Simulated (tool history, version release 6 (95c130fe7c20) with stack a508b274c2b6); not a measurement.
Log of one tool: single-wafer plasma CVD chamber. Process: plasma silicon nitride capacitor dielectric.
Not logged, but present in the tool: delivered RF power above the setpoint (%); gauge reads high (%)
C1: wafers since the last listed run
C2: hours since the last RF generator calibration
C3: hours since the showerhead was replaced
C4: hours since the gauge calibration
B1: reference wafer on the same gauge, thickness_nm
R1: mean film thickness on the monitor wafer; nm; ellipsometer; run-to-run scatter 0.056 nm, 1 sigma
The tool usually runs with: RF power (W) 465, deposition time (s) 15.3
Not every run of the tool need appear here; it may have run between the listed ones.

run 1 hour=0 | RF_power_(W)=465 deposition_time_(s)=15.3 | C1=0 C2=2318.8 C3=7094.7 C4=764.3 | B1=21.507 | R1=25.356
run 2 hour=19.1 | RF_power_(W)=465 deposition_time_(s)=15.3 | C1=975 C2=2337.9 C3=7113.8 C4=783.4 | B1=21.501 | R1=25.558
run 3 hour=33.9 | RF_power_(W)=440 deposition_time_(s)=15.3 | C1=756 C2=2352.7 C3=7128.6 C4=798.2 | B1=21.501 | R1=24.983
run 4 hour=50.1 | RF_power_(W)=515 deposition_time_(s)=15.3 | C1=827 C2=2368.9 C3=7144.8 C4=814.4 | B1=21.514 | R1=26.316
run 5 hour=71.8 | RF_power_(W)=515 deposition_time_(s)=15.3 | C1=1108 C2=2390.6 C3=7166.5 C4=836.1 | B1=21.524 | R1=26.311
run 6 hour=91.4 | RF_power_(W)=465 deposition_time_(s)=15.3 | C1=1001 C2=2410.2 C3=7186.1 C4=855.7 | B1=21.501 | R1=25.477
run 7 hour=105.2 | RF_power_(W)=465 deposition_time_(s)=15.3 | C1=705 C2=2424 C3=7199.9 C4=869.5 | B1=21.501 | R1=25.462
run 8 hour=125.9 | RF_power_(W)=465 deposition_time_(s)=15.3 | C1=1057 C2=2444.7 C3=7220.6 C4=890.2 | B1=21.51 | R1=25.451
run 9 hour=157 | RF_power_(W)=415 deposition_time_(s)=15.3 | C1=1588 C2=2475.8 C3=7251.7 C4=921.3 | B1=21.482 | R1=24.471
run 10 hour=184.8 | RF_power_(W)=415 deposition_time_(s)=15.3 | C1=1420 C2=2503.6 C3=7279.5 C4=949.1 | B1=21.496 | R1=24.54
run 11 hour=208.7 | RF_power_(W)=415 deposition_time_(s)=15.3 | C1=1221 C2=2527.5 C3=7303.4 C4=973 | B1=21.489 | R1=24.621
run 12 hour=230.6 | RF_power_(W)=520 deposition_time_(s)=15.3 | C1=1118 C2=2549.4 C3=7325.3 C4=994.9 | B1=21.504 | R1=26.324
run 13 hour=260.4 | RF_power_(W)=520 deposition_time_(s)=15.3 | C1=1522 C2=2579.2 C3=7355.1 C4=1024.7 | B1=21.502 | R1=26.483
run 14 hour=292.2 | RF_power_(W)=465 deposition_time_(s)=17 | C1=1624 C2=2611 C3=7386.9 C4=1056.5 | B1=21.489 | R1=28.368
run 15 hour=326.5 | RF_power_(W)=465 deposition_time_(s)=15.3 | C1=1752 C2=2645.3 C3=7421.2 C4=1090.8 | B1=21.499 | R1=25.388
run 16 hour=348.3 | RF_power_(W)=465 deposition_time_(s)=15.3 | C1=1113 C2=2667.1 C3=7443 C4=1112.6 | B1=21.51 | R1=25.524
run 17 hour=383.9 | RF_power_(W)=465 deposition_time_(s)=15.3 | C1=1818 C2=2702.7 C3=7478.6 C4=1148.2 | B1=21.497 | R1=25.478
run 18 hour=412.9 | RF_power_(W)=465 deposition_time_(s)=15.3 | C1=1481 C2=2731.7 C3=7507.6 C4=1177.2 | B1=21.503 | R1=25.426
-- hour=436.9 RF generator calibrated
run 19 hour=443.7 | RF_power_(W)=400 deposition_time_(s)=15.3 | C1=1164 C2=6.8 C3=7538.4 C4=1208 | B1=21.502 | R1=24.218
run 20 hour=463.6 | RF_power_(W)=465 deposition_time_(s)=15.9 | C1=1016 C2=26.7 C3=7558.3 C4=1227.9 | B1=21.5 | R1=26.548
run 21 hour=499.1 | RF_power_(W)=515 deposition_time_(s)=14.4 | C1=1813 C2=62.2 C3=7593.8 C4=1263.4 | B1=21.52 | R1=24.919
run 22 hour=525.7 | RF_power_(W)=555 deposition_time_(s)=18.3 | C1=1358 C2=88.8 C3=7620.4 C4=1290 | B1=21.493 | R1=32.416
run 23 hour=543.1 | RF_power_(W)=415 deposition_time_(s)=15.3 | C1=888 C2=106.2 C3=7637.8 C4=1307.4 | B1=21.491 | R1=24.544
run 24 hour=569.3 | RF_power_(W)=435 deposition_time_(s)=16.6 | C1=1338 C2=132.4 C3=7664 C4=1333.6 | B1=21.492 | R1=27.077
-- hour=599.7 gauge calibrated
run 25 hour=601 | RF_power_(W)=495 deposition_time_(s)=14 | C1=1619 C2=164.1 C3=7695.7 C4=1.3 | B1=21.491 | R1=23.733
run 26 hour=621.6 | RF_power_(W)=465 deposition_time_(s)=15.3 | C1=1052 C2=184.7 C3=7716.3 C4=21.9 | B1=21.504 | R1=25.513
run 27 hour=706.1 | RF_power_(W)=520 deposition_time_(s)=17.9 | C1=4317 C2=269.2 C3=7800.8 C4=106.4 | B1=21.501 | R1=30.969
run 28 hour=723.8 | RF_power_(W)=390 deposition_time_(s)=13.6 | C1=904 C2=286.9 C3=7818.5 C4=124.1 | B1=21.5 | R1=21.351
run 29 hour=748.3 | RF_power_(W)=465 deposition_time_(s)=15.3 | C1=1251 C2=311.4 C3=7843 C4=148.6 | B1=21.504 | R1=25.463
-- hour=815.9 showerhead replaced
run 30 hour=840.5 | RF_power_(W)=405 deposition_time_(s)=17.2 | C1=4301 C2=403.6 C3=24.6 C4=240.8 | B1=21.496 | R1=27.335
run 31 hour=859.8 | RF_power_(W)=420 deposition_time_(s)=15.3 | C1=986 C2=422.9 C3=43.9 C4=260.1 | B1=21.49 | R1=24.662
run 32 hour=887.3 | RF_power_(W)=515 deposition_time_(s)=15.3 | C1=1404 C2=450.4 C3=71.4 C4=287.6 | B1=21.491 | R1=26.371
run 33 hour=935.2 | RF_power_(W)=540 deposition_time_(s)=13.9 | C1=2447 C2=498.3 C3=119.3 C4=335.5 | B1=21.488 | R1=24.243
run 34 hour=965.8 | RF_power_(W)=465 deposition_time_(s)=15.3 | C1=1563 C2=528.9 C3=149.9 C4=366.1 | B1=21.491 | R1=25.493
run 35 hour=981.5 | RF_power_(W)=420 deposition_time_(s)=18 | C1=802 C2=544.6 C3=165.6 C4=381.8 | B1=21.504 | R1=28.962
run 36 hour=1015 | RF_power_(W)=465 deposition_time_(s)=15.3 | C1=1711 C2=578.1 C3=199.1 C4=415.3 | B1=21.499 | R1=25.561
run 37 hour=1039.1 | RF_power_(W)=465 deposition_time_(s)=12.5 | C1=1231 C2=602.2 C3=223.2 C4=439.4 | B1=21.491 | R1=20.762
run 38 hour=1056.1 | RF_power_(W)=410 deposition_time_(s)=12.8 | C1=868 C2=619.2 C3=240.2 C4=456.4 | B1=21.495 | R1=20.398
run 39 hour=1068.8 | RF_power_(W)=375 deposition_time_(s)=12.4 | C1=648 C2=631.9 C3=252.9 C4=469.1 | B1=21.497 | R1=19.255
run 40 hour=1089.6 | RF_power_(W)=465 deposition_time_(s)=15.3 | C1=1062 C2=652.7 C3=273.7 C4=489.9 | B1=21.496 | R1=25.547

Take each entry between the runs: how does the hidden state at the last listed run before it differ from the hidden state at the first listed run after it?
Run 18 -> run 19: RF generator calibrated (hour 436.9)
  both runs share identical hidden conditions
Run 24 -> run 25: gauge calibrated (hour 599.7)
  both runs share identical hidden conditions
Run 29 -> run 30: showerhead replaced (hour 815.9)
  both runs share identical hidden conditions

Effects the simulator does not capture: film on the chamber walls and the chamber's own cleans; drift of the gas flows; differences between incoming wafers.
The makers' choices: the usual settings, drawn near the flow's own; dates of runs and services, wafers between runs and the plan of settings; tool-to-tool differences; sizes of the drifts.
